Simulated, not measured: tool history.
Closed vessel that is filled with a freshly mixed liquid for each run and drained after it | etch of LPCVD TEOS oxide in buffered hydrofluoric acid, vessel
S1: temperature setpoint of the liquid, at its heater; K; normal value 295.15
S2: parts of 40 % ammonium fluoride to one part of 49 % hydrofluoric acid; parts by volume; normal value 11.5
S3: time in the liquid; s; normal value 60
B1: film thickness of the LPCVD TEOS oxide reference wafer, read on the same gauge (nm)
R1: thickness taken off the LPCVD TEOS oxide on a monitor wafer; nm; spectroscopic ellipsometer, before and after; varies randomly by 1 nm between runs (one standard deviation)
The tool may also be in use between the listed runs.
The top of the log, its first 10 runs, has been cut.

run,day,S1,S2,S3,B1,R1
11,8.346,292.15,11.5,60,69.99,239.30
12,9.012,295.15,11.5,60,69.98,283.92
13,9.862,295.15,11.5,60,70.01,282.39
14,10.488,295.15,11.5,60,69.98,282.83
15,11.471,295.15,11.5,60,70.00,285.54
16,12.183,295.15,11.5,60,70.02,283.47
17,13.679,295.15,11.5,60,70.02,282.08
18,14.933,293.65,11.5,60,70.01,262.62
19,16.288,290.65,9.0,45,70.00,204.51
20,17.392,295.15,11.5,60,70.03,285.00
21,18.704,295.15,13.5,30,69.99,121.24
22,19.667,295.15,11.5,60,69.99,285.02
23,21.100,291.65,11.5,60,70.04,234.96
24,22.275,298.65,9.0,60,70.01,425.16
25,23.025,297.15,9.0,80,69.99,526.31
# day 23.275: gauge calibrated
# day 23.292: thermometer replaced
# day 23.825: hydrofluoric acid flow meter replaced
26,24.262,291.65,11.5,60,70.00,222.49
27,25.283,297.65,11.5,40,70.03,208.47
28,26.167,295.15,8.0,60,70.00,378.35
29,27.029,295.15,11.5,60,70.00,273.16
30,27.758,295.15,13.0,60,70.01,242.45
31,29.538,295.15,11.5,60,70.00,273.29
32,30.888,291.15,13.0,45,69.99,146.02
33,31.808,290.65,7.5,60,70.02,319.02
34,32.512,295.15,11.5,40,69.97,183.18

Forecast each of these 3 alternatives for the next run:
A,32.542,295.15,11.5,60,?,?
B,32.542,297.65,11.5,35,?,?
C,32.542,299.65,8.5,35,?,?

run,B1,R1
A,70.03,273.97
B,70.03,183.29
C,70.03,266.37
What these runs would have given with no unlogged condition in the tool:
run,R1
A,270.18
B,180.75
C,262.30

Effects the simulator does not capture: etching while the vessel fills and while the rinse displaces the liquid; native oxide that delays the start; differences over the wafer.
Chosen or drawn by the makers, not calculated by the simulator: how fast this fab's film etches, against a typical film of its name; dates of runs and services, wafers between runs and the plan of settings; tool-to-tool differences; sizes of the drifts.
